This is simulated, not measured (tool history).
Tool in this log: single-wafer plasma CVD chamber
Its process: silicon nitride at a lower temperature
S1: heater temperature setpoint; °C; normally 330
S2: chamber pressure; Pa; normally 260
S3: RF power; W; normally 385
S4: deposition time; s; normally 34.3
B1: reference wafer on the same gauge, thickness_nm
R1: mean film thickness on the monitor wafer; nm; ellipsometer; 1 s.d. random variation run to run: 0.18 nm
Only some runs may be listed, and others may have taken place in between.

run,hour,S1,S2,S3,S4,B1,R1
1,0.0,330,260,385,30.3,57.202,49.291
2,50.3,330,260,385,34.3,57.085,55.349
3,75.2,330,260,385,34.3,57.070,55.326
4,110.8,330,260,385,34.3,57.051,55.417
5,137.3,330,260,385,34.3,56.982,55.768
6,300.9,338,308,385,34.3,56.743,57.653
7,343.0,338,308,385,34.3,56.670,57.816
8,389.2,330,260,385,34.3,56.532,55.335
9,419.8,330,260,385,34.3,56.557,55.181
# hour 455.7: gauge calibrated
10,469.9,330,209,385,34.3,58.059,52.625
11,499.4,330,260,385,34.3,57.984,56.504
12,528.0,330,260,385,34.3,57.912,56.280
13,561.2,330,260,385,34.3,57.906,56.371
14,630.2,330,260,385,34.3,57.768,56.077
# hour 749.9: thermocouple changed; heater temperature recalibrated
# hour 774.8: RF generator calibrated
# hour 803.5: capacitance manometer re-zeroed and calibrated
15,819.0,317,260,385,38.5,57.440,62.961
16,860.1,326,260,410,34.3,57.405,58.274
17,900.2,320,204,315,32.0,57.319,41.560
18,958.0,321,280,450,39.5,57.248,72.958
# hour 1029.8: showerhead replaced
19,1030.3,330,260,385,39.6,57.095,63.928
20,1093.7,341,260,385,34.3,56.959,55.694
21,1119.1,330,260,385,34.3,56.958,55.355
22,1178.3,330,260,385,34.3,56.828,55.464
23,1230.8,341,260,315,34.3,56.806,48.019
24,1263.4,330,237,355,34.3,56.709,50.765
25,1322.8,330,209,420,34.3,56.617,54.409
26,1389.4,322,260,385,34.3,56.560,55.317

Branching from run 26: 5 alternative next runs. What would each branch give?
A,1389.8,318,260,385,34.3,?,?
B,1389.8,330,260,460,34.3,?,?
C,1389.8,330,260,355,34.3,?,?
D,1389.8,341,235,460,40.0,?,?
E,1389.8,343,260,365,34.3,?,?

run,B1,R1
A,56.554,55.041
B,56.554,61.639
C,56.554,51.778
D,56.554,69.286
E,56.554,52.591
With the hidden condition removed and each run's random variation left untouched, the same runs would have given:
run,R1
A,56.302
B,63.051
C,52.964
D,70.873
E,53.796
